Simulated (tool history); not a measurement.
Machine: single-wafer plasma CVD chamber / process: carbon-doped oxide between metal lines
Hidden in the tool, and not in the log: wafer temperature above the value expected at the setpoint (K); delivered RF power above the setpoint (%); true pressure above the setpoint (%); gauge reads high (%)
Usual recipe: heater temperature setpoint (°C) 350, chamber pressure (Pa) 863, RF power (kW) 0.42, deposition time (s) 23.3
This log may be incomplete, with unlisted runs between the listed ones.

run,hour,heater temperature setpoint (°C),chamber pressure (Pa),RF power (kW),deposition time (s),wafers since the last listed run,hours since the last thermocouple change,hours since the last RF generator calibration,hours since the last manometer calibration,hours since the showerhead was replaced,hours since the gauge calibration,"read-back reference wafer on the same gauge, thickness_nm",mean film thickness on the monitor wafer (Å)
1,0,350,863,0.42,23.3,0,565.3,1780.7,133.4,1781.7,533.6,116.969,1175.04
2,41,350,863,0.42,23.3,1112,606.3,1821.7,174.4,1822.7,574.6,117.034,1172.99
3,112.6,344,863,0.42,23.3,1942,677.9,1893.3,246,1894.3,646.2,117.025,1196.12
4,163.3,350,863,0.42,23.3,1375,728.6,1944,296.7,1945,696.9,117.041,1170.84
5,216.3,350,863,0.42,23.3,1437,781.6,1997,349.7,1998,749.9,116.981,1169.88
6,294.8,350,947,0.42,23.3,2129,860.1,2075.5,428.2,2076.5,828.4,116.893,1173.22
7,378.9,350,947,0.42,23.3,2281,944.2,2159.6,512.3,2160.6,912.5,117.011,1169.94
8,419.7,350,947,0.42,23.3,1106,985,2200.4,553.1,2201.4,953.3,116.954,1175.7
9,495.5,350,863,0.42,25.8,2056,1060.8,2276.2,628.9,2277.2,1029.1,117.039,1284.53
10,562.8,350,863,0.42,25.8,1825,1128.1,2343.5,696.2,2344.5,1096.4,116.937,1280.27
# hour 618: RF generator calibrated
11,628.6,350,863,0.42,23.3,1567,1193.9,10.6,762,2410.3,1162.2,117.022,1208.76
12,699.3,350,863,0.42,23.3,1917,1264.6,81.3,832.7,2481,1232.9,116.989,1207.08
13,744.5,359,1008,0.42,23.3,1226,1309.8,126.5,877.9,2526.2,1278.1,117.009,1196.5
14,838.2,350,863,0.42,23.3,2541,1403.5,220.2,971.6,2619.9,1371.8,117.004,1195.22
15,890.5,339,863,0.495,23.3,1418,1455.8,272.5,1023.9,2672.2,1424.1,117.009,1373.04
# hour 917.5: capacitance manometer re-zeroed and calibrated
# hour 945.9: gauge calibrated
16,1029.5,350,863,0.42,23.3,3553,1594.8,411.5,112,2811.2,83.6,117.032,1198.65
17,1067.4,342,863,0.455,23.3,1028,1632.7,449.4,149.9,2849.1,121.5,117.051,1299.83
18,1143.3,362,789,0.395,24.7,2058,1708.6,525.3,225.8,2925,197.4,116.993,1164.99
19,1222.6,336,863,0.44,20.9,2150,1787.9,604.6,305.1,3004.3,276.7,116.945,1149.65
# hour 1273.9: showerhead replaced
20,1279.1,350,959,0.365,23.3,1315,1844.4,661.1,361.6,5.2,333.2,117.049,1097.8
# hour 1292.8: thermocouple changed; heater temperature recalibrated
21,1381.6,363,863,0.385,23.3,2563,88.8,763.6,464.1,107.7,435.7,116.988,1090.21
22,1486.8,361,929,0.42,26.2,2853,194,868.8,569.3,212.9,540.9,117.002,1302.02
23,1536.3,341,863,0.35,23.3,1342,243.5,918.3,618.8,262.4,590.4,116.965,1075.77
24,1632.7,350,947,0.465,19.2,2614,339.9,1014.7,715.2,358.8,686.8,116.987,1054.61
25,1699.1,350,863,0.42,23.3,1801,406.3,1081.1,781.6,425.2,753.2,116.981,1179.2

Hidden condition of the tool, last listed run before each entry between runs versus first listed run after:
In the gap between runs 10 and 11: RF generator calibrated (hour 618)
  delivered RF power above the setpoint (%): -7.63 -> -1.31; true pressure above the setpoint (%): -1.34 -> -2
  measured less the result without the state, mean film thickness on the monitor wafer (Å): -71.54 -> -14.06
In the gap between runs 15 and 16: capacitance manometer re-zeroed and calibrated (hour 917.5); gauge calibrated (hour 945.9)
  delivered RF power above the setpoint (%): -2.12 -> -2.56; true pressure above the setpoint (%): -5.22 -> -0.472
  measured less the result without the state, mean film thickness on the monitor wafer (Å): -27.56 -> -21.55
In the gap between runs 19 and 20: showerhead replaced (hour 1273.9)
  delivered RF power above the setpoint (%): -3.16 -> -3.33; true pressure above the setpoint (%): -1.03 -> -1.29
  measured less the result without the state, mean film thickness on the monitor wafer (Å): -26.41 -> -27.17
In the gap between runs 20 and 21: thermocouple changed; heater temperature recalibrated (hour 1292.8)
  delivered RF power above the setpoint (%): -3.33 -> -3.65; true pressure above the setpoint (%): -1.29 -> -1.87
  measured less the result without the state, mean film thickness on the monitor wafer (Å): -27.17 -> -30.92

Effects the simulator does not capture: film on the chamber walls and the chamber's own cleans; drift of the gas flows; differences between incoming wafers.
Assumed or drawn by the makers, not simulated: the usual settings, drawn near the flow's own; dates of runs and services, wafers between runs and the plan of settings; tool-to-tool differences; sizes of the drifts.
